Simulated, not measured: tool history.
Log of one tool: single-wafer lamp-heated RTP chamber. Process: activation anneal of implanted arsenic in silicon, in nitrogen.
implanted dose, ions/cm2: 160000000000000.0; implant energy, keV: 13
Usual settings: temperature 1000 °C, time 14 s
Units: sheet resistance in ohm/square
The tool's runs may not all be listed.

run    hour  temperature  time  read-back reference wafer on the same gauge, sheet resistance  sheet resistance
  1       0         1000    14                                                         400.01            499.09
  2    60.6         1000    14                                                         400.15            497.66
  3   126.5         1000    14                                                         400.28            498.61
  4   170.7         1000    14                                                         400.28            496.91
      185.1  -- pyrometer window cleaned and pyrometer calibrated
  5   237.5         1000    14                                                         400.46             499.8
  6   293.3         1000    14                                                         400.51            500.11
  7   336.7         1000    14                                                         400.61            500.38
  8   388.5         1000    14                                                          400.6            497.37
  9   451.6         1000    14                                                         400.77            499.44
      512.3  -- reflector plate cleaned
      517.3  -- pyrometer window cleaned and pyrometer calibrated
 10   517.8         1000     8                                                         400.91            500.21
 11   560.3         1000     8                                                         401.03            502.66
 12   610.1         1000    11                                                         400.96            501.97
 13   648.2         1000    11                                                         400.94            502.57
 14   672.3         1000    11                                                         401.05            501.94
 15   742.3         1000    14                                                         401.24            499.83
 16   809.1          990    11                                                         401.25            503.78
      840.4  -- pyrometer window cleaned and pyrometer calibrated
 17   863.9          978    12                                                         401.48             504.6
 18   972.6         1011    11                                                         401.64            500.03
     1026.9  -- gauge calibrated
 19  1048.6         1023     7                                                         398.44            497.38
 20  1119.7         1000     7                                                         398.64            500.02
     1146.2  -- pyrometer window cleaned and pyrometer calibrated
 21  1146.7         1000    14                                                         398.62            497.03
     1205.7  -- reflector plate cleaned
 22  1206.2         1000    14                                                         398.82             496.8
 23  1269.9         1000     9                                                         398.85            498.47
 24  1312.5          989    19                                                         398.85            496.01
 25  1376.9         1000    14                                                          398.9            496.91
 26  1434.4          990    10                                                         399.08            500.18
     1497.9  -- pyrometer window cleaned and pyrometer calibrated
 27  1498.4         1000    14                                                         399.23            496.91
 28  1544.9          978    17                                                         399.28            498.45
 29  1577.8          972     6                                                         399.37            502.06
 30  1604.5          981     6                                                         399.31            503.56
 31  1631.6          981    22                                                          399.5            497.74

The tool's hidden state at each run:
true wafer temperature minus pyrometer reading, K: 0 in every run
wafer temperature error from the tarnished reflector plate, K: 0 in every run
H1: gauge reads high (%)
run       H1
  1    0.248
  2    0.274
  3    0.302
  4    0.321
  5    0.349
  6    0.373
  7    0.391
  8    0.413
  9     0.44
 10    0.468
 11    0.486
 12    0.507
 13    0.523
 14    0.534
 15    0.563
 16    0.592
 17    0.615
 18    0.661
 19   -0.138
 20   -0.108
 21  -0.0967
 22  -0.0714
 23  -0.0444
 24  -0.0263
 25  0.00102
 26   0.0254
 27   0.0526
 28   0.0723
 29   0.0863
 30   0.0976
 31    0.109

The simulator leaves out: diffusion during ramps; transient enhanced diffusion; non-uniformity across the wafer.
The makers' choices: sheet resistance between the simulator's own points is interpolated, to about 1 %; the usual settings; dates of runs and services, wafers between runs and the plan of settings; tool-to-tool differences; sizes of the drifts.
